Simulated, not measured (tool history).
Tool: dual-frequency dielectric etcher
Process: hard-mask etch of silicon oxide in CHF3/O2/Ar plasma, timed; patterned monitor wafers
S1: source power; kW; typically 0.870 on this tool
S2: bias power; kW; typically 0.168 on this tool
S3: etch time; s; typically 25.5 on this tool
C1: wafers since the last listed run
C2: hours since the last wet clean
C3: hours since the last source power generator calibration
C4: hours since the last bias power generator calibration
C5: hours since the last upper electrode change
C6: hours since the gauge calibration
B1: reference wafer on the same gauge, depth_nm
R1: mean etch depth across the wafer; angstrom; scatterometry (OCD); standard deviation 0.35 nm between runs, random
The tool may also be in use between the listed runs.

| run | hour | S1 | S2 | S3 | C1 | C2 | C3 | C4 | C5 | C6 | B1 | R1 |
|---|---|---|---|---|---|---|---|---|---|---|---|---|
| 1 | 0.0 | 0.870 | 0.168 | 25.5 | 0 | 277.0 | 3261.3 | 2305.7 | 3510.2 | 338.0 | 48.0 | 513 |
| 2 | 17.0 | 0.970 | 0.168 | 25.5 | 179 | 294.0 | 3278.3 | 2322.7 | 3527.2 | 355.0 | 48.0 | 536 |
| 3 | 36.1 | 0.870 | 0.183 | 25.5 | 202 | 313.1 | 3297.4 | 2341.8 | 3546.3 | 374.1 | 48.1 | 533 |
|  | 60.4 | wet clean of the chamber |
| 4 | 102.4 | 0.870 | 0.183 | 25.5 | 447 | 42.0 | 3363.7 | 2408.1 | 3612.6 | 440.4 | 47.9 | 526 |
| 5 | 209.9 | 0.870 | 0.168 | 21.0 | 1137 | 149.5 | 3471.2 | 2515.6 | 3720.1 | 547.9 | 48.0 | 422 |
| 6 | 229.0 | 0.870 | 0.168 | 21.0 | 202 | 168.6 | 3490.3 | 2534.7 | 3739.2 | 567.0 | 48.0 | 425 |
| 7 | 259.8 | 0.870 | 0.168 | 25.5 | 325 | 199.4 | 3521.1 | 2565.5 | 3770.0 | 597.8 | 48.1 | 512 |
| 8 | 275.8 | 0.870 | 0.168 | 25.5 | 169 | 215.4 | 3537.1 | 2581.5 | 3786.0 | 613.8 | 47.9 | 512 |
|  | 368.8 | gauge calibrated |
| 9 | 380.5 | 0.870 | 0.168 | 25.5 | 1107 | 320.1 | 3641.8 | 2686.2 | 3890.7 | 11.7 | 48.0 | 509 |
|  | 419.5 | wet clean of the chamber |
| 10 | 420.0 | 0.870 | 0.168 | 25.5 | 163 | 0.5 | 3681.3 | 2725.7 | 3930.2 | 51.2 | 48.0 | 511 |
| 11 | 420.6 | 0.870 | 0.168 | 25.5 | 6 | 1.1 | 3681.9 | 2726.3 | 3930.8 | 51.8 | 48.0 | 514 |
| 12 | 441.9 | 0.870 | 0.168 | 25.5 | 225 | 22.4 | 3703.2 | 2747.6 | 3952.1 | 73.1 | 48.0 | 515 |
| 13 | 467.4 | 0.870 | 0.168 | 25.5 | 269 | 47.9 | 3728.7 | 2773.1 | 3977.6 | 98.6 | 48.0 | 511 |
| 14 | 492.3 | 0.780 | 0.141 | 29.0 | 263 | 72.8 | 3753.6 | 2798.0 | 4002.5 | 123.5 | 48.0 | 524 |
| 15 | 514.6 | 1.050 | 0.168 | 25.5 | 235 | 95.1 | 3775.9 | 2820.3 | 4024.8 | 145.8 | 48.0 | 544 |
| 16 | 543.8 | 0.740 | 0.168 | 32.0 | 308 | 124.3 | 3805.1 | 2849.5 | 4054.0 | 175.0 | 48.0 | 605 |
|  | 551.7 | bias power generator calibrated |
|  | 583.6 | upper electrode replaced |
| 17 | 584.1 | 0.870 | 0.168 | 25.5 | 130 | 164.6 | 3845.4 | 32.4 | 0.5 | 215.3 | 48.1 | 516 |
| 18 | 602.3 | 0.870 | 0.186 | 18.5 | 192 | 182.8 | 3863.6 | 50.6 | 18.7 | 233.5 | 48.0 | 387 |
| 19 | 630.9 | 0.870 | 0.133 | 22.5 | 302 | 211.4 | 3892.2 | 79.2 | 47.3 | 262.1 | 48.1 | 416 |
|  | 671.5 | source power generator calibrated |
| 20 | 692.0 | 0.870 | 0.168 | 23.5 | 604 | 272.5 | 20.5 | 140.3 | 108.4 | 323.2 | 48.0 | 471 |
|  | 736.2 | wet clean of the chamber |
| 21 | 736.7 | 0.970 | 0.129 | 27.5 | 218 | 0.5 | 65.2 | 185.0 | 153.1 | 367.9 | 48.0 | 521 |
| 22 | 756.9 | 0.870 | 0.205 | 25.5 | 213 | 20.7 | 85.4 | 205.2 | 173.3 | 388.1 | 48.0 | 548 |
| 23 | 774.7 | 1.050 | 0.203 | 25.5 | 188 | 38.5 | 103.2 | 223.0 | 191.1 | 405.9 | 48.0 | 579 |
| 24 | 789.5 | 0.870 | 0.168 | 25.5 | 156 | 53.3 | 118.0 | 237.8 | 205.9 | 420.7 | 48.0 | 513 |
| 25 | 821.7 | 0.870 | 0.141 | 30.0 | 340 | 85.5 | 150.2 | 270.0 | 238.1 | 452.9 | 48.0 | 572 |
| 26 | 855.5 | 0.660 | 0.187 | 33.0 | 357 | 119.3 | 184.0 | 303.8 | 271.9 | 486.7 | 48.0 | 628 |
| 27 | 869.9 | 0.870 | 0.168 | 25.5 | 152 | 133.7 | 198.4 | 318.2 | 286.3 | 501.1 | 48.0 | 516 |

Describe how what the log doesn't record of the tool's condition differs between the last listed run preceding each entry between runs and the first listed run following it.
Between runs 3 and 4: wet clean of the chamber (hour 60.4)
  nothing in the hidden state changes from one run to the other
Between runs 8 and 9: gauge calibrated (hour 368.8)
  nothing in the hidden state changes from one run to the other
Between runs 9 and 10: wet clean of the chamber (hour 419.5)
  nothing in the hidden state changes from one run to the other
Between runs 16 and 17: bias power generator calibrated (hour 551.7); upper electrode replaced (hour 583.6)
  nothing in the hidden state changes from one run to the other
Between runs 19 and 20: source power generator calibrated (hour 671.5)
  nothing in the hidden state changes from one run to the other
Between runs 20 and 21: wet clean of the chamber (hour 736.2)
  nothing in the hidden state changes from one run to the other
